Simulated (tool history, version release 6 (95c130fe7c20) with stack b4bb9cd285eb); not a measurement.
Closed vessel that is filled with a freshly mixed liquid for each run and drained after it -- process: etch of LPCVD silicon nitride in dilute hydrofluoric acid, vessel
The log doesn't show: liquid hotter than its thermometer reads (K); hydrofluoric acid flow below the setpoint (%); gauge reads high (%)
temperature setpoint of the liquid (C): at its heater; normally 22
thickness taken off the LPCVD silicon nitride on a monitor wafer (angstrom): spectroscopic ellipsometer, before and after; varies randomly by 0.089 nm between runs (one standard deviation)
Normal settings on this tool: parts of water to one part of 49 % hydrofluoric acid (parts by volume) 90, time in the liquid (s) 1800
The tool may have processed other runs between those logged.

| run | day | temperature setpoint of the liquid (C) | parts of water to one part of 49 % hydrofluoric acid (parts by volume) | time in the liquid (s) | wafers since the last listed run | hours since the thermometer was replaced | hours since the hydrofluoric acid flow meter was replaced | hours since the gauge calibration | read-back film thickness of the LPCVD silicon nitride reference wafer, read on the same gauge (nm) | thickness taken off the LPCVD silicon nitride on a monitor wafer (angstrom) |
|---|---|---|---|---|---|---|---|---|---|---|
| 1 | 0 | 22 | 90 | 1800 | 0 | 29.6 | 174.6 | 1081.3 | 100.01 | 100.4 |
| 2 | 2.788 | 22 | 90 | 1800 | 2722 | 96.5 | 241.5 | 1148.2 | 99.99 | 100.5 |
| 3 | 6.671 | 22 | 75 | 1800 | 3793 | 189.7 | 334.7 | 1241.4 | 100.01 | 121.3 |
| 4 | 9 | 22 | 90 | 1800 | 2275 | 245.6 | 390.6 | 1297.3 | 100 | 100.1 |
| 5 | 12.833 | 22 | 90 | 1800 | 3744 | 337.6 | 482.6 | 1389.3 | 100 | 99.9 |
| 6 | 17.033 | 22 | 90 | 1800 | 4102 | 438.4 | 583.4 | 1490.1 | 99.98 | 99.6 |
| 7 | 18.838 | 22 | 90 | 1800 | 1762 | 481.7 | 626.7 | 1533.4 | 100 | 98 |
| 8 | 22.642 | 22 | 90 | 1800 | 3715 | 573 | 718 | 1624.7 | 99.99 | 97.8 |
| 9 | 25.75 | 22 | 55 | 1800 | 3036 | 647.6 | 792.6 | 1699.3 | 99.98 | 159 |
|  | 27.483 | hydrofluoric acid flow meter replaced |
|  | 27.929 | thermometer replaced |
|  | 28.567 | gauge calibrated |
| 10 | 28.808 | 22 | 55 | 1800 | 2905 | 21.1 | 31.8 | 5.8 | 100 | 165.1 |
| 11 | 30.708 | 22 | 90 | 1800 | 1855 | 66.7 | 77.4 | 51.4 | 100 | 100.2 |
| 12 | 33.996 | 22 | 90 | 1800 | 3211 | 145.6 | 156.3 | 130.3 | 100 | 100.9 |
| 13 | 37.3 | 19 | 80 | 2680 | 3227 | 224.9 | 235.6 | 209.6 | 99.98 | 138.8 |
| 14 | 40.562 | 25 | 90 | 1800 | 3186 | 303.2 | 313.9 | 287.9 | 99.99 | 123.8 |
| 15 | 42.179 | 22 | 90 | 1800 | 1579 | 342 | 352.7 | 326.7 | 99.99 | 100.3 |
| 16 | 46.671 | 22 | 120 | 965 | 4387 | 449.8 | 460.5 | 434.5 | 100.01 | 39.8 |
| 17 | 50.921 | 19.5 | 115 | 1385 | 4151 | 551.8 | 562.5 | 536.5 | 100.01 | 51.1 |
|  | 51.429 | thermometer replaced |
| 18 | 53.796 | 25.5 | 75 | 2675 | 2767 | 56.8 | 631.5 | 605.5 | 100.01 | 223.7 |
| 19 | 56.967 | 22 | 130 | 1800 | 3097 | 132.9 | 707.6 | 681.6 | 100.01 | 69.3 |
| 20 | 60.554 | 26.5 | 125 | 1800 | 3504 | 219 | 793.7 | 767.7 | 100.03 | 95.9 |
| 21 | 63.321 | 22 | 90 | 1800 | 2702 | 285.4 | 860.1 | 834.1 | 99.96 | 97.4 |
| 22 | 64.896 | 23.5 | 90 | 1800 | 1538 | 323.2 | 897.9 | 871.9 | 99.99 | 106.6 |

Consider 5 possible next runs. They are alternatives, not a sequence: every one starts from the tool as it was left by run 22. What does each give?
| A | 64.946 | 22 | 90 | 1800 | 48 | 324.4 | 899.1 | 873.1 | ? | ? |
| B | 64.946 | 22 | 120 | 1800 | 48 | 324.4 | 899.1 | 873.1 | ? | ? |
| C | 64.946 | 22 | 110 | 1800 | 48 | 324.4 | 899.1 | 873.1 | ? | ? |
| D | 64.946 | 26 | 65 | 2120 | 48 | 324.4 | 899.1 | 873.1 | ? | ? |
| E | 64.946 | 26.5 | 110 | 1110 | 48 | 324.4 | 899.1 | 873.1 | ? | ? |

| run | read-back film thickness of the LPCVD silicon nitride reference wafer, read on the same gauge (nm) | thickness taken off the LPCVD silicon nitride on a monitor wafer (angstrom) |
|---|---|---|
| A | 100.01 | 96.3 |
| B | 100.01 | 72.6 |
| C | 100.01 | 79.1 |
| D | 100.01 | 203.9 |
| E | 100.01 | 65.5 |
Stripped of hidden state, with their random variation kept, the same runs would have yielded:
| run | thickness taken off the LPCVD silicon nitride on a monitor wafer (angstrom) |
|---|---|
| A | 100.4 |
| B | 75.7 |
| C | 82.4 |
| D | 212.6 |
| E | 68.2 |
